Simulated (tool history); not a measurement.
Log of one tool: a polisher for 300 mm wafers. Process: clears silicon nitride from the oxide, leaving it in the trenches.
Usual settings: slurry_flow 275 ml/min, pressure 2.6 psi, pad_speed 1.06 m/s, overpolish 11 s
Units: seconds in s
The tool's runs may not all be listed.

| run | hour | slurry_flow | pressure | pad_speed | overpolish | wafers since the last listed run | wafers polished on this pad | hours since the slurry nozzle was cleaned | hours since the head pressure was calibrated | incoming thickness of the incoming film, nm | seconds |
|---|---|---|---|---|---|---|---|---|---|---|---|
| 1 | 0.0 | 275 | 2.6 | 1.06 | 11 | 0 | 99 | 389.6 | 145.8 | 132.1 | 147.9 |
| 2 | 38.0 | 275 | 2.6 | 0.84 | 11 | 217 | 316 | 427.6 | 183.8 | 131.5 | 190.8 |
| 3 | 108.6 | 275 | 2.6 | 0.84 | 11 | 403 | 720 | 498.2 | 254.4 | 128.2 | 193.8 |
|  | 155.8 | slurry nozzle cleaned |
| 4 | 167.3 | 225 | 2.6 | 1.06 | 11 | 330 | 1050 | 11.5 | 313.1 | 129.8 | 156.1 |
| 5 | 218.7 | 225 | 2.6 | 1.06 | 11 | 293 | 1344 | 62.9 | 364.5 | 129.8 | 160.7 |
| 6 | 286.0 | 275 | 2.6 | 1.06 | 11 | 384 | 1729 | 130.2 | 431.8 | 130.5 | 158.7 |
| 7 | 348.0 | 275 | 2.6 | 1.06 | 11 | 354 | 2084 | 192.2 | 493.8 | 129.3 | 167.9 |
| 8 | 394.6 | 275 | 2.6 | 1.06 | 11 | 266 | 2350 | 238.8 | 540.4 | 128.3 | 165.6 |
| 9 | 477.1 | 275 | 2.6 | 1.06 | 11 | 471 | 2822 | 321.3 | 622.9 | 129.3 | 175.7 |
|  | 517.6 | head pressure recalibrated |
| 10 | 518.1 | 275 | 2.6 | 1.06 | 11 | 223 | 3045 | 362.3 | 0.5 | 128.5 | 155.7 |
|  | 537.8 | worn pad replaced by a new one |
| 11 | 563.9 | 200 | 2.6 | 1.06 | 11 | 239 | 149 | 408.1 | 46.3 | 129.6 | 151.5 |
| 12 | 604.0 | 275 | 2.6 | 1.06 | 11 | 229 | 378 | 448.2 | 86.4 | 130.2 | 146.4 |
| 13 | 785.4 | 330 | 2.6 | 1.06 | 11 | 1037 | 1416 | 629.6 | 267.8 | 132.2 | 145.0 |
| 14 | 845.9 | 275 | 2.4 | 0.86 | 14 | 346 | 1762 | 690.1 | 328.3 | 129.1 | 209.7 |
|  | 849.0 | slurry nozzle cleaned |
| 15 | 922.0 | 275 | 2.6 | 1.06 | 11 | 429 | 2191 | 73.0 | 404.4 | 128.3 | 156.6 |
| 16 | 978.2 | 185 | 2.9 | 1.06 | 17 | 321 | 2513 | 129.2 | 460.6 | 128.2 | 151.7 |
| 17 | 1028.6 | 275 | 2.6 | 1.06 | 11 | 288 | 2801 | 179.6 | 511.0 | 131.4 | 173.4 |
|  | 1082.5 | worn pad replaced by a new one |
| 18 | 1114.4 | 275 | 2.6 | 1.06 | 11 | 467 | 182 | 265.4 | 596.8 | 128.0 | 162.0 |
|  | 1150.9 | head pressure recalibrated |
| 19 | 1176.6 | 330 | 2.6 | 1.26 | 9 | 344 | 526 | 327.6 | 25.7 | 131.7 | 122.9 |
| 20 | 1269.8 | 275 | 2.6 | 0.94 | 11 | 533 | 1060 | 420.8 | 118.9 | 128.5 | 166.5 |
| 21 | 1310.9 | 275 | 3.0 | 1.06 | 11 | 235 | 1295 | 461.9 | 160.0 | 129.0 | 127.6 |
| 22 | 1416.3 | 220 | 2.6 | 1.06 | 11 | 602 | 1898 | 567.3 | 265.4 | 129.9 | 153.5 |
|  | 1456.4 | slurry nozzle cleaned |
| 23 | 1482.9 | 275 | 2.6 | 1.06 | 16 | 375 | 2273 | 26.5 | 332.0 | 130.0 | 161.0 |
| 24 | 1533.7 | 215 | 2.1 | 0.70 | 4 | 290 | 2563 | 77.3 | 382.8 | 129.5 | 310.4 |
| 25 | 1591.7 | 200 | 2.6 | 1.26 | 14 | 331 | 2895 | 135.3 | 440.8 | 130.3 | 146.3 |
|  | 1617.9 | worn pad replaced by a new one |
| 26 | 1683.0 | 275 | 2.6 | 1.06 | 11 | 499 | 372 | 226.6 | 532.1 | 130.8 | 157.7 |
|  | 1749.3 | head pressure recalibrated |
| 27 | 1754.8 | 275 | 2.6 | 1.06 | 11 | 399 | 771 | 298.4 | 5.5 | 128.3 | 141.9 |
| 28 | 1792.9 | 275 | 2.1 | 0.78 | 11 | 217 | 989 | 336.5 | 43.6 | 130.0 | 236.1 |

Run 29 comes next. What will it give?
| 29 | 1863.5 | 330 | 1.9 | 1.22 | 8 | 403 | 1393 | 407.1 | 114.2 | 131.5 | ? |

Run 29 gave seconds 175.8 s.
Without the tool's hidden state the same run would have given seconds 171.7 s.
